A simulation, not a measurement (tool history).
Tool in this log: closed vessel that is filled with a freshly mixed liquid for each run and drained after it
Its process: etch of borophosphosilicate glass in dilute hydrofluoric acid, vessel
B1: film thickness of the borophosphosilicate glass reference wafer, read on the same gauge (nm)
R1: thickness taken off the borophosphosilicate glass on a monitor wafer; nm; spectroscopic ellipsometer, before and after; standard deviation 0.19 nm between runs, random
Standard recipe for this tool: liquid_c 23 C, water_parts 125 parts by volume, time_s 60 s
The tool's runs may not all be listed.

{"run": 1, "hour": 0.0, "liquid_c": 23, "water_parts": 105, "time_s": 60, "B1": 100, "R1": 27.92}
{"run": 2, "hour": 10.2, "liquid_c": 23, "water_parts": 105, "time_s": 60, "B1": 100, "R1": 27.64}
{"run": 3, "hour": 25.6, "liquid_c": 23, "water_parts": 125, "time_s": 60, "B1": 100.01, "R1": 22.49}
{"run": 4, "hour": 37.3, "liquid_c": 23, "water_parts": 125, "time_s": 60, "B1": 100.01, "R1": 22.38}
{"run": 5, "hour": 48.2, "liquid_c": 23, "water_parts": 125, "time_s": 60, "B1": 100.01, "R1": 22.6}
{"run": 6, "hour": 56.7, "liquid_c": 23, "water_parts": 125, "time_s": 60, "B1": 100.01, "R1": 22.43}
{"run": 7, "hour": 64.5, "liquid_c": 19.5, "water_parts": 125, "time_s": 60, "B1": 99.98, "R1": 19.34}
{"run": 8, "hour": 73.8, "liquid_c": 23, "water_parts": 125, "time_s": 60, "B1": 99.98, "R1": 22.26}
{"run": 9, "hour": 81.5, "liquid_c": 23, "water_parts": 125, "time_s": 60, "B1": 100, "R1": 22}
{"run": 10, "hour": 96.1, "liquid_c": 23, "water_parts": 125, "time_s": 60, "B1": 99.99, "R1": 22.29}
{"run": 11, "hour": 104.4, "liquid_c": 23, "water_parts": 125, "time_s": 35, "B1": 99.98, "R1": 12.83}
{"hour": 116.0, "done": "thermometer replaced"}
{"run": 12, "hour": 117.5, "liquid_c": 28, "water_parts": 125, "time_s": 80, "B1": 99.99, "R1": 35.48}
{"hour": 122.3, "done": "gauge calibrated"}
{"run": 13, "hour": 134.5, "liquid_c": 23, "water_parts": 125, "time_s": 60, "B1": 100, "R1": 22.23}
{"run": 14, "hour": 140.8, "liquid_c": 23, "water_parts": 125, "time_s": 60, "B1": 99.99, "R1": 22.24}
{"run": 15, "hour": 157.3, "liquid_c": 23, "water_parts": 125, "time_s": 35, "B1": 100.01, "R1": 12.79}
{"hour": 159.5, "done": "hydrofluoric acid flow meter replaced"}
{"run": 16, "hour": 168.5, "liquid_c": 23, "water_parts": 85, "time_s": 70, "B1": 99.99, "R1": 36.66}
{"run": 17, "hour": 176.0, "liquid_c": 23, "water_parts": 155, "time_s": 30, "B1": 100.01, "R1": 7.84}
{"run": 18, "hour": 186.8, "liquid_c": 23, "water_parts": 160, "time_s": 95, "B1": 100.03, "R1": 24.08}
{"run": 19, "hour": 200.0, "liquid_c": 27.5, "water_parts": 100, "time_s": 85, "B1": 99.99, "R1": 43.63}
{"hour": 207.5, "done": "hydrofluoric acid flow meter replaced, repeated, since the last time left the tool worse"}
{"run": 20, "hour": 217.0, "liquid_c": 23, "water_parts": 125, "time_s": 60, "B1": 100, "R1": 24.23}
{"run": 21, "hour": 232.2, "liquid_c": 23, "water_parts": 125, "time_s": 60, "B1": 100.01, "R1": 24.2}
{"run": 22, "hour": 240.2, "liquid_c": 21.5, "water_parts": 70, "time_s": 30, "B1": 99.97, "R1": 21.72}
{"run": 23, "hour": 253.6, "liquid_c": 27, "water_parts": 150, "time_s": 85, "B1": 99.99, "R1": 32.15}

5 ways to go on from here, each from the tool as it stands after run 23. What would each give?
{"run": "A", "hour": 254.3, "liquid_c": 23, "water_parts": 125, "time_s": 60, "B1": "?", "R1": "?"}
{"run": "B", "hour": 254.3, "liquid_c": 23, "water_parts": 125, "time_s": 80, "B1": "?", "R1": "?"}
{"run": "C", "hour": 254.3, "liquid_c": 23, "water_parts": 125, "time_s": 45, "B1": "?", "R1": "?"}
{"run": "D", "hour": 254.3, "liquid_c": 21, "water_parts": 105, "time_s": 30, "B1": "?", "R1": "?"}
{"run": "E", "hour": 254.3, "liquid_c": 23, "water_parts": 75, "time_s": 80, "B1": "?", "R1": "?"}

run=A B1=99.96 R1=24.22
run=B B1=99.96 R1=32.29
run=C B1=99.96 R1=18.16
run=D B1=99.96 R1=13.62
run=E B1=99.96 R1=57.17
The same runs, with their run-to-run variation unchanged, on a tool lacking any hidden condition would have given:
run=A R1=24.45
run=B R1=32.6
run=C R1=18.34
run=D R1=13.75
run=E R1=57.7

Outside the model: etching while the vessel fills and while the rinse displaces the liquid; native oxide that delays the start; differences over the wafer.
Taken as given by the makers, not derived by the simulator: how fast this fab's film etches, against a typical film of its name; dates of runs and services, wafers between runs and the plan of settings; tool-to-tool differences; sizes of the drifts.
